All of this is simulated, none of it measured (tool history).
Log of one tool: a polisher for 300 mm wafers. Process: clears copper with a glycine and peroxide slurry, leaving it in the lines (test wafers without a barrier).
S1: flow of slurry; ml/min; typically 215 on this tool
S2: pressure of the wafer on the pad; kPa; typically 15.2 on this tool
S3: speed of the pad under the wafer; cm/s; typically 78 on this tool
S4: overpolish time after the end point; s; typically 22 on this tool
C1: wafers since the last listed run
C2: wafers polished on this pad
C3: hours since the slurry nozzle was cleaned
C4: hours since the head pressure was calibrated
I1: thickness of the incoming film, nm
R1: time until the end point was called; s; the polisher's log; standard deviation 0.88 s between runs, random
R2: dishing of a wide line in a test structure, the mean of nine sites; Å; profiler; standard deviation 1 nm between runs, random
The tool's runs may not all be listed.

run 1 hour=0 | S1=215 S2=15.2 S3=90 S4=22 | C1=0 C2=1158 C3=243.2 C4=937 | I1=390.9 | R1=84.1 R2=599
-- hour=11.8 worn pad replaced by a new one
run 2 hour=17.4 | S1=215 S2=15.2 S3=90 S4=22 | C1=125 C2=52 C3=260.6 C4=954.4 | I1=395.3 | R1=81.7 R2=640
run 3 hour=35.1 | S1=180 S2=15.2 S3=78 S4=22 | C1=165 C2=217 C3=278.3 C4=972.1 | I1=390.4 | R1=92.2 R2=582
run 4 hour=53.9 | S1=180 S2=15.2 S3=78 S4=22 | C1=175 C2=393 C3=297.1 C4=990.9 | I1=392.2 | R1=94.3 R2=566
run 5 hour=72.4 | S1=215 S2=15.2 S3=78 S4=22 | C1=172 C2=566 C3=315.6 C4=1009.4 | I1=383.3 | R1=88.6 R2=580
run 6 hour=97.4 | S1=215 S2=15.2 S3=78 S4=22 | C1=233 C2=800 C3=340.6 C4=1034.4 | I1=392 | R1=93 R2=565
run 7 hour=114.1 | S1=215 S2=15.2 S3=78 S4=22 | C1=156 C2=956 C3=357.3 C4=1051.1 | I1=389.5 | R1=93.5 R2=571
run 8 hour=129.2 | S1=215 S2=15.2 S3=78 S4=22 | C1=141 C2=1097 C3=372.4 C4=1066.2 | I1=384.7 | R1=94.8 R2=577
run 9 hour=160.1 | S1=215 S2=15.2 S3=78 S4=22 | C1=288 C2=1386 C3=403.3 C4=1097.1 | I1=392.3 | R1=99.5 R2=566
run 10 hour=176.4 | S1=215 S2=15.2 S3=78 S4=22 | C1=152 C2=1538 C3=419.6 C4=1113.4 | I1=383.5 | R1=97.8 R2=538
-- hour=191.7 worn pad replaced by a new one
run 11 hour=202.1 | S1=215 S2=15.2 S3=78 S4=22 | C1=202 C2=96 C3=445.3 C4=1139.1 | I1=389.9 | R1=90.5 R2=584
run 12 hour=226.4 | S1=215 S2=15.2 S3=78 S4=22 | C1=227 C2=324 C3=469.6 C4=1163.4 | I1=390.1 | R1=91.5 R2=586
run 13 hour=241.5 | S1=215 S2=15.2 S3=78 S4=22 | C1=141 C2=465 C3=484.7 C4=1178.5 | I1=390 | R1=90.7 R2=578
run 14 hour=254.2 | S1=215 S2=15.2 S3=78 S4=22 | C1=118 C2=583 C3=497.4 C4=1191.2 | I1=390.8 | R1=92 R2=571
run 15 hour=269 | S1=215 S2=15.2 S3=62 S4=22 | C1=138 C2=722 C3=512.2 C4=1206 | I1=393.3 | R1=109.8 R2=514
run 16 hour=286.8 | S1=215 S2=15.2 S3=62 S4=22 | C1=166 C2=888 C3=530 C4=1223.8 | I1=389 | R1=109.6 R2=511
run 17 hour=310.9 | S1=285 S2=17.9 S3=54 S4=12 | C1=225 C2=1113 C3=554.1 C4=1247.9 | I1=388.2 | R1=112 R2=302
run 18 hour=331.7 | S1=215 S2=15.2 S3=78 S4=22 | C1=194 C2=1308 C3=574.9 C4=1268.7 | I1=392.7 | R1=98 R2=564
-- hour=354 worn pad replaced by a new one
run 19 hour=360.7 | S1=215 S2=20 S3=78 S4=22 | C1=233 C2=62 C3=603.9 C4=1297.7 | I1=390 | R1=78.1 R2=641
run 20 hour=386.2 | S1=190 S2=18.6 S3=92 S4=16 | C1=238 C2=301 C3=629.4 C4=1323.2 | I1=392.3 | R1=73.1 R2=520
run 21 hour=476.2 | S1=215 S2=15.2 S3=78 S4=22 | C1=841 C2=1142 C3=719.4 C4=1413.2 | I1=388.2 | R1=96.7 R2=552
-- hour=483.9 head pressure recalibrated
run 22 hour=491.9 | S1=215 S2=17.9 S3=78 S4=22 | C1=128 C2=1270 C3=735.1 C4=8 | I1=388.7 | R1=89.6 R2=566
-- hour=510.4 worn pad replaced by a new one
run 23 hour=522.3 | S1=215 S2=15.2 S3=78 S4=10 | C1=246 C2=111 C3=765.5 C4=38.4 | I1=386.5 | R1=89 R2=304
-- hour=536.8 slurry nozzle cleaned
run 24 hour=558.1 | S1=215 S2=15.2 S3=62 S4=22 | C1=325 C2=436 C3=21.3 C4=74.2 | I1=383.1 | R1=106.3 R2=523
run 25 hour=586.2 | S1=170 S2=18.6 S3=78 S4=22 | C1=262 C2=699 C3=49.4 C4=102.3 | I1=391.3 | R1=87 R2=595
run 26 hour=620.6 | S1=215 S2=15.2 S3=78 S4=22 | C1=321 C2=1020 C3=83.8 C4=136.7 | I1=392.4 | R1=94.1 R2=579
-- hour=655.7 worn pad replaced by a new one
run 27 hour=696 | S1=215 S2=20 S3=78 S4=11 | C1=667 C2=376 C3=159.2 C4=212.1 | I1=389.9 | R1=79.1 R2=368
run 28 hour=712.6 | S1=235 S2=15.2 S3=86 S4=22 | C1=155 C2=531 C3=175.8 C4=228.7 | I1=387.3 | R1=84.3 R2=611
run 29 hour=730.3 | S1=215 S2=20 S3=78 S4=31 | C1=165 C2=697 C3=193.5 C4=246.4 | I1=393.9 | R1=80.2 R2=814
run 30 hour=754.7 | S1=215 S2=15.2 S3=78 S4=22 | C1=228 C2=925 C3=217.9 C4=270.8 | I1=388.3 | R1=95 R2=590
run 31 hour=778 | S1=215 S2=15.2 S3=78 S4=22 | C1=217 C2=1143 C3=241.2 C4=294.1 | I1=386.4 | R1=93.7 R2=558
run 32 hour=797.6 | S1=215 S2=15.2 S3=78 S4=22 | C1=183 C2=1326 C3=260.8 C4=313.7 | I1=390.5 | R1=96.4 R2=526

Predict each of these 4 candidate next runs independently; none follows another, all start after run 32:
run A hour=798.1 | S1=215 S2=15.2 S3=78 S4=26 | C1=4 C2=1331 C3=261.3 C4=314.2 | I1=387.1 | R1=? R2=?
run B hour=798.1 | S1=275 S2=15.2 S3=78 S4=22 | C1=4 C2=1331 C3=261.3 C4=314.2 | I1=387.1 | R1=? R2=?
run C hour=798.1 | S1=180 S2=15.2 S3=78 S4=32 | C1=4 C2=1331 C3=261.3 C4=314.2 | I1=387.1 | R1=? R2=?
run D hour=798.1 | S1=285 S2=15.2 S3=78 S4=35 | C1=4 C2=1331 C3=261.3 C4=314.2 | I1=387.1 | R1=? R2=?

run=A R1=97.1 R2=637
run=B R1=94.3 R2=574
run=C R1=99.7 R2=727
run=D R1=94 R2=804
With no hidden state in the tool, these same runs would have given:
run=A R1=89.6 R2=676
run=B R1=87.1 R2=610
run=C R1=92 R2=768
run=D R1=86.8 R2=847
